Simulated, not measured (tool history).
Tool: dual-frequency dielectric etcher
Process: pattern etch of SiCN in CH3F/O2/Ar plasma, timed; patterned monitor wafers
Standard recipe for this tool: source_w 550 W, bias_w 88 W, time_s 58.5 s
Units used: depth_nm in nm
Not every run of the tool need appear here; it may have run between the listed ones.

run     day  source_w  bias_w  time_s  wafers since the last listed run  hours since the last wet clean  hours since the last source power generator calibration  hours since the last bias power generator calibration  hours since the last upper electrode change  hours since the gauge calibration  read-back reference wafer on the same gauge, depth_nm  depth_nm
  1   0.000       550      71    58.5                                 0                           228.8                                                   2549.6                                                 3240.0                                       3305.1                             1948.9                                                  23.63     21.52
  2   1.896       550      88    58.5                               508                           274.3                                                   2595.1                                                 3285.5                                       3350.6                             1994.4                                                  23.59     23.94
  3   4.392       550      83    58.5                               669                           334.2                                                   2655.0                                                 3345.4                                       3410.5                             2054.3                                                  23.59     23.17
  4   5.517       550      83    58.5                               301                           361.2                                                   2682.0                                                 3372.4                                       3437.5                             2081.3                                                  23.61     23.21
  5   6.958       620      88    70.5                               386                           395.8                                                   2716.6                                                 3407.0                                       3472.1                             2115.9                                                  23.58     30.70
  6   9.312       550      88    58.5                               631                           452.3                                                   2773.1                                                 3463.5                                       3528.6                             2172.4                                                  23.62     23.85
  7  10.517       550      88    58.5                               322                           481.2                                                   2802.0                                                 3492.4                                       3557.5                             2201.3                                                  23.59     23.80
  8  12.121       550      88    58.5                               430                           519.7                                                   2840.5                                                 3530.9                                       3596.0                             2239.8                                                  23.61     23.82
     14.754  -- wet clean of the chamber
  9  14.775       550      88    58.5                               443                             0.5                                                   2904.2                                                 3594.6                                       3659.7                             2303.5                                                  23.61     23.94
 10  17.012       550      79    46.5                               600                            54.2                                                   2957.9                                                 3648.3                                       3713.4                             2357.2                                                  23.59     18.00
 11  18.833       550      88    58.5                               488                            97.9                                                   3001.6                                                 3692.0                                       3757.1                             2400.9                                                  23.59     23.90
 12  21.300       550      77    49.0                               661                           157.1                                                   3060.8                                                 3751.2                                       3816.3                             2460.1                                                  23.60     18.66
     22.283  -- gauge calibrated
 13  23.292       550      88    58.5                               534                           204.9                                                   3108.6                                                 3799.0                                       3864.1                               24.2                                                  23.61     23.90
     24.408  -- upper electrode replaced
 14  25.096       550      88    58.5                               215                           248.2                                                   3151.9                                                 3842.3                                         16.5                               67.5                                                  23.59     23.78
     33.733  -- bias power generator calibrated
 15  33.754       550      88    58.5                              2277                           456.0                                                   3359.7                                                    0.5                                        224.3                              275.3                                                  23.60     24.30
 16  36.521       550     102    45.0                               742                           522.4                                                   3426.1                                                   66.9                                        290.7                              341.7                                                  23.60     20.05
     41.429  -- wet clean of the chamber
 17  42.512       500      88    49.5                              1338                            26.0                                                   3569.9                                                  210.7                                        434.5                              485.5                                                  23.60     19.53
 18  43.588       640      88    46.0                               288                            51.8                                                   3595.7                                                  236.5                                        460.3                              511.3                                                  23.60     20.77
 19  44.742       550      88    58.5                               309                            79.5                                                   3623.4                                                  264.2                                        488.0                              539.0                                                  23.60     24.41
     45.788  -- source power generator calibrated
 20  45.950       440      88    58.5                               279                           108.5                                                      3.9                                                  293.2                                        517.0                              568.0                                                  23.59     20.84
 21  48.204       490      88    58.5                               604                           162.6                                                     58.0                                                  347.3                                        571.1                              622.1                                                  23.59     22.21
 22  49.625       650      88    58.5                               381                           196.7                                                     92.1                                                  381.4                                        605.2                              656.2                                                  23.58     25.80
 23  52.575       450      88    43.5                               791                           267.5                                                    162.9                                                  452.2                                        676.0                              727.0                                                  23.61     15.75
 24  55.483       550      80    54.0                               780                           337.3                                                    232.7                                                  522.0                                        745.8                              796.8                                                  23.62     20.82
 25  57.146       550      88    72.0                               445                           377.2                                                    272.6                                                  561.9                                        785.7                              836.7                                                  23.59     29.08
 26  58.612       430      88    48.5                               393                           412.4                                                    307.8                                                  597.1                                        820.9                              871.9                                                  23.61     17.02
 27  59.646       510      97    71.0                               277                           437.2                                                    332.6                                                  621.9                                        845.7                              896.7                                                  23.58     29.03
 28  61.467       480      97    58.5                               488                           480.9                                                    376.3                                                  665.6                                        889.4                              940.4                                                  23.61     23.15
 29  62.504       510      68    67.0                               278                           505.8                                                    401.2                                                  690.5                                        914.3                              965.3                                                  23.61     22.89
 30  63.862       590      97    58.5                               364                           538.4                                                    433.8                                                  723.1                                        946.9                              997.9                                                  23.59     25.83

A few steps of depth_nm between consecutive runs. Split each: what settings, incoming material and random variation would produce without the hidden state, and what is left over for the hidden state, along with gauge scatter present in only one of the two compared results (measured, and without hidden state):
Unlogged tool condition in this case: etch rate over this chamber's usual, %; source power that arrives over what is set, %; bias power that arrives over what is set, %; gauge reads high (%).
Run 14 -> 15: bias power generator calibrated. depth_nm +0.52 nm: hidden state +0.46, all else +0.06.
Run 15 -> 16: bias_w 88 -> 102, time_s 58.5 -> 45.0. depth_nm -4.25 nm: hidden state -0.10, all else -4.15.
Run 19 -> 20: source_w 550 -> 440, source power generator calibrated. depth_nm -3.57 nm: hidden state -0.60, all else -2.97.
Run 22 -> 23: source_w 650 -> 450, time_s 58.5 -> 43.5. depth_nm -10.05 nm: hidden state +0.04, all else -10.09.
Run 25 -> 26: source_w 550 -> 430, time_s 72.0 -> 48.5. depth_nm -12.06 nm: hidden state +0.04, all else -12.10.
Run 26 -> 27: source_w 430 -> 510, bias_w 88 -> 97, time_s 48.5 -> 71.0. depth_nm +12.01 nm: hidden state -0.05, all else +12.06.
